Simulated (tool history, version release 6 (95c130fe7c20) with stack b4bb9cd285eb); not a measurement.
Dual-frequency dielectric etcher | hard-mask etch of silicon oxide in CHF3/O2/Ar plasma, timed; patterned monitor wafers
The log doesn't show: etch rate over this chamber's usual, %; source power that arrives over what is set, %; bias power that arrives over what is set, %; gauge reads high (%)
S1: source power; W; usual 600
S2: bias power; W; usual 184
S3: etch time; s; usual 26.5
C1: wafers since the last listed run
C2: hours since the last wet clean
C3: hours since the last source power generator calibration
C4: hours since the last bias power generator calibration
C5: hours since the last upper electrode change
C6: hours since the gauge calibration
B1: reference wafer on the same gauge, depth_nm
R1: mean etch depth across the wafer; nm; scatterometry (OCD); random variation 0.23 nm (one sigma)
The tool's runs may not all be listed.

run	hour	S1	S2	S3	C1	C2	C3	C4	C5	C6	B1	R1
1	0.0	600	184	26.5	0	281.8	3045.8	2958.2	4322.1	646.0	48.0	51.2
2	17.0	600	184	26.5	288	298.8	3062.8	2975.2	4339.1	663.0	48.0	51.1
3	47.9	600	151	26.5	525	329.7	3093.7	3006.1	4370.0	693.9	48.1	48.4
4	129.5	600	151	26.5	1386	411.3	3175.3	3087.7	4451.6	775.5	48.1	48.3
5	149.5	600	151	26.5	339	431.3	3195.3	3107.7	4471.6	795.5	48.2	48.0
6	165.7	600	184	26.5	275	447.5	3211.5	3123.9	4487.8	811.7	48.2	50.7
7	199.4	600	163	26.5	572	481.2	3245.2	3157.6	4521.5	845.4	48.2	48.9
8	213.7	600	163	26.5	242	495.5	3259.5	3171.9	4535.8	859.7	48.0	48.8
9	230.1	600	163	26.5	278	511.9	3275.9	3188.3	4552.2	876.1	48.1	49.2
10	245.7	600	184	26.5	265	527.5	3291.5	3203.9	4567.8	891.7	48.2	50.9
11	270.2	600	152	26.5	416	552.0	3316.0	3228.4	4592.3	916.2	48.1	47.9
# hour 306.5: wet clean of the chamber
12	307.0	600	184	22.0	217	0.5	3352.8	3265.2	4629.1	953.0	48.2	41.6
13	311.8	600	184	26.5	81	5.3	3357.6	3270.0	4633.9	957.8	48.1	50.0
# hour 317.4: gauge calibrated
14	330.4	480	184	34.0	316	23.9	3376.2	3288.6	4652.5	13.0	48.2	57.8
# hour 428.4: wet clean of the chamber, repeated, since the last time left the tool worse
15	428.9	600	184	26.5	1265	0.5	3474.7	3387.1	4751.0	111.5	48.2	51.6
16	448.7	730	147	29.0	336	20.3	3494.5	3406.9	4770.8	131.3	48.0	57.7
# hour 477.0: source power generator calibrated
# hour 480.6: upper electrode replaced
17	481.1	730	170	33.0	421	52.7	4.1	3439.3	0.5	163.7	48.1	68.6
18	485.2	600	159	26.5	69	56.8	8.2	3443.4	4.6	167.8	48.1	50.1
19	499.7	600	147	33.5	246	71.3	22.7	3457.9	19.1	182.3	48.0	61.2
20	535.4	470	161	22.5	606	107.0	58.4	3493.6	54.8	218.0	48.2	37.6
# hour 550.7: bias power generator calibrated
21	558.1	600	145	26.5	317	129.7	81.1	7.4	77.5	240.7	48.0	48.3
22	574.7	490	196	26.5	282	146.3	97.7	24.0	94.1	257.3	48.1	47.9
23	589.4	600	184	26.5	249	161.0	112.4	38.7	108.8	272.0	48.2	51.9
24	620.4	740	144	21.0	526	192.0	143.4	69.7	139.8	303.0	48.0	41.6
25	646.7	600	168	21.5	446	218.3	169.7	96.0	166.1	329.3	48.1	40.8
26	670.6	510	168	33.0	406	242.2	193.6	119.9	190.0	353.2	48.1	57.8
27	692.7	600	184	26.5	375	264.3	215.7	142.0	212.1	375.3	48.0	51.1
28	711.3	690	209	26.5	316	282.9	234.3	160.6	230.7	393.9	48.1	56.6
29	733.9	710	200	31.0	384	305.5	256.9	183.2	253.3	416.5	48.2	66.0
30	748.6	510	169	32.0	249	320.2	271.6	197.9	268.0	431.2	48.0	56.1
31	769.0	600	205	26.5	346	340.6	292.0	218.3	288.4	451.6	48.0	52.7

What the log doesn't show, run by run:
source power that arrives over what is set, %: 0 in every run
bias power that arrives over what is set, %: 0 in every run
gauge reads high (%): 0 in every run
H1: etch rate over this chamber's usual, %
run	H1
1	-1.2
2	-1.26
3	-1.37
4	-1.67
5	-1.74
6	-1.8
7	-1.92
8	-1.97
9	-2.03
10	-2.09
11	-2.18
12	-3.82
13	-3.84
14	-3.91
15	-0.0487
16	-0.121
17	-0.238
18	-0.253
19	-0.306
20	-0.435
21	-0.518
22	-0.578
23	-0.631
24	-0.744
25	-0.84
26	-0.926
27	-1.01
28	-1.07
29	-1.16
30	-1.21
31	-1.28

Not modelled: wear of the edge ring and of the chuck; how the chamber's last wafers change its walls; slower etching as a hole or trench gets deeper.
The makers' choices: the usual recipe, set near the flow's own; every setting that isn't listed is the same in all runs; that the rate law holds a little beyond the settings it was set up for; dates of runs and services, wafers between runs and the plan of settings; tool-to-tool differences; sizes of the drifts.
